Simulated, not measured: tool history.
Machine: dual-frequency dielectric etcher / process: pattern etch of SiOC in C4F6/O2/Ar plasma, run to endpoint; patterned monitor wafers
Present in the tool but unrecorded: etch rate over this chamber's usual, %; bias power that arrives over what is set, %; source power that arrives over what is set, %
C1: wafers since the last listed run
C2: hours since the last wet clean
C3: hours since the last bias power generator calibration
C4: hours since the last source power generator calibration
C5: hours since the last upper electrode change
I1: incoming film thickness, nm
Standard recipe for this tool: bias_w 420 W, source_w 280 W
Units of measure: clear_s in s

run 1 hour=0.0 | bias_w=420 source_w=280 | C1=0 C2=7.0 C3=2610.0 C4=1142.4 C5=1371.8 | I1=50.2 | clear_s=19.6
run 2 hour=70.2 | bias_w=396 source_w=330 | C1=1272 C2=77.2 C3=2680.2 C4=1212.6 C5=1442.0 | I1=50.8 | clear_s=19.4
run 3 hour=138.0 | bias_w=396 source_w=330 | C1=1228 C2=145.0 C3=2748.0 C4=1280.4 C5=1509.8 | I1=49.5 | clear_s=18.8
run 4 hour=189.4 | bias_w=396 source_w=330 | C1=931 C2=196.4 C3=2799.4 C4=1331.8 C5=1561.2 | I1=50.1 | clear_s=19.1
run 5 hour=220.6 | bias_w=420 source_w=280 | C1=565 C2=227.6 C3=2830.6 C4=1363.0 C5=1592.4 | I1=50.3 | clear_s=19.6
run 6 hour=258.2 | bias_w=420 source_w=280 | C1=681 C2=265.2 C3=2868.2 C4=1400.6 C5=1630.0 | I1=50.5 | clear_s=19.6
run 7 hour=314.4 | bias_w=420 source_w=280 | C1=1018 C2=321.4 C3=2924.4 C4=1456.8 C5=1686.2 | I1=50.3 | clear_s=19.4
run 8 hour=349.0 | bias_w=420 source_w=300 | C1=627 C2=356.0 C3=2959.0 C4=1491.4 C5=1720.8 | I1=50.1 | clear_s=19.1
run 9 hour=413.8 | bias_w=420 source_w=300 | C1=1174 C2=420.8 C3=3023.8 C4=1556.2 C5=1785.6 | I1=50.1 | clear_s=18.8
-- hour=476.0 wet clean of the chamber
run 10 hour=476.5 | bias_w=420 source_w=300 | C1=701 C2=0.5 C3=3086.5 C4=1618.9 C5=1848.3 | I1=50.3 | clear_s=19.3
run 11 hour=517.9 | bias_w=367 source_w=240 | C1=750 C2=41.9 C3=3127.9 C4=1660.3 C5=1889.7 | I1=50.2 | clear_s=21.5
-- hour=560.9 bias power generator calibrated
run 12 hour=563.7 | bias_w=367 source_w=240 | C1=757 C2=87.7 C3=2.8 C4=1706.1 C5=1935.5 | I1=50.0 | clear_s=21.5
run 13 hour=623.0 | bias_w=390 source_w=280 | C1=1074 C2=147.0 C3=62.1 C4=1765.4 C5=1994.8 | I1=49.5 | clear_s=19.9
run 14 hour=683.8 | bias_w=469 source_w=300 | C1=1102 C2=207.8 C3=122.9 C4=1826.2 C5=2055.6 | I1=50.1 | clear_s=18.4
run 15 hour=754.6 | bias_w=396 source_w=330 | C1=1283 C2=278.6 C3=193.7 C4=1897.0 C5=2126.4 | I1=50.0 | clear_s=18.9
-- hour=762.3 source power generator calibrated
run 16 hour=784.5 | bias_w=420 source_w=230 | C1=469 C2=308.5 C3=223.6 C4=22.2 C5=2156.3 | I1=50.4 | clear_s=20.3
run 17 hour=829.7 | bias_w=329 source_w=330 | C1=819 C2=353.7 C3=268.8 C4=67.4 C5=2201.5 | I1=50.8 | clear_s=20.3
-- hour=893.3 wet clean of the chamber
run 18 hour=893.8 | bias_w=420 source_w=250 | C1=726 C2=0.5 C3=332.9 C4=131.5 C5=2265.6 | I1=50.2 | clear_s=20.1
run 19 hour=930.3 | bias_w=511 source_w=330 | C1=661 C2=37.0 C3=369.4 C4=168.0 C5=2302.1 | I1=50.3 | clear_s=17.3
-- hour=962.8 upper electrode replaced
run 20 hour=992.5 | bias_w=420 source_w=230 | C1=692 C2=99.2 C3=431.6 C4=230.2 C5=29.7 | I1=50.3 | clear_s=20.5
run 21 hour=1060.4 | bias_w=390 source_w=330 | C1=1230 C2=167.1 C3=499.5 C4=298.1 C5=97.6 | I1=50.3 | clear_s=19.1
run 22 hour=1118.5 | bias_w=517 source_w=320 | C1=1053 C2=225.2 C3=557.6 C4=356.2 C5=155.7 | I1=49.9 | clear_s=17.1
run 23 hour=1183.2 | bias_w=420 source_w=280 | C1=1172 C2=289.9 C3=622.3 C4=420.9 C5=220.4 | I1=49.7 | clear_s=19.1
run 24 hour=1214.4 | bias_w=396 source_w=330 | C1=565 C2=321.1 C3=653.5 C4=452.1 C5=251.6 | I1=49.9 | clear_s=18.7
run 25 hour=1257.1 | bias_w=453 source_w=280 | C1=773 C2=363.8 C3=696.2 C4=494.8 C5=294.3 | I1=50.2 | clear_s=18.7
run 26 hour=1300.8 | bias_w=481 source_w=220 | C1=792 C2=407.5 C3=739.9 C4=538.5 C5=338.0 | I1=50.1 | clear_s=19.3
-- hour=1333.5 wet clean of the chamber
run 27 hour=1361.4 | bias_w=420 source_w=280 | C1=663 C2=27.9 C3=800.5 C4=599.1 C5=398.6 | I1=50.1 | clear_s=19.6
run 28 hour=1392.3 | bias_w=470 source_w=250 | C1=560 C2=58.8 C3=831.4 C4=630.0 C5=429.5 | I1=50.0 | clear_s=19.3

How would selected steps in clear_s from run to run divide? Give the signed amount a tool lacking its hidden state would still show from settings, what came in and random variation, and the signed amount left for the hidden state, including any gauge scatter that is not in both of the compared results.
Run 9 -> 10: wet clean of the chamber. clear_s +0.5 s: hidden state +0.3, all else +0.2.
Run 17 -> 18: bias_w 329 -> 420, source_w 330 -> 250, wet clean of the chamber. clear_s -0.2 s: hidden state +0.4, all else -0.6.
Run 18 -> 19: bias_w 420 -> 511, source_w 250 -> 330. clear_s -2.8 s: hidden state +0.0, all else -2.8.
Run 19 -> 20: bias_w 511 -> 420, source_w 330 -> 230, upper electrode replaced. clear_s +3.2 s: hidden state +0.0, all else +3.2.
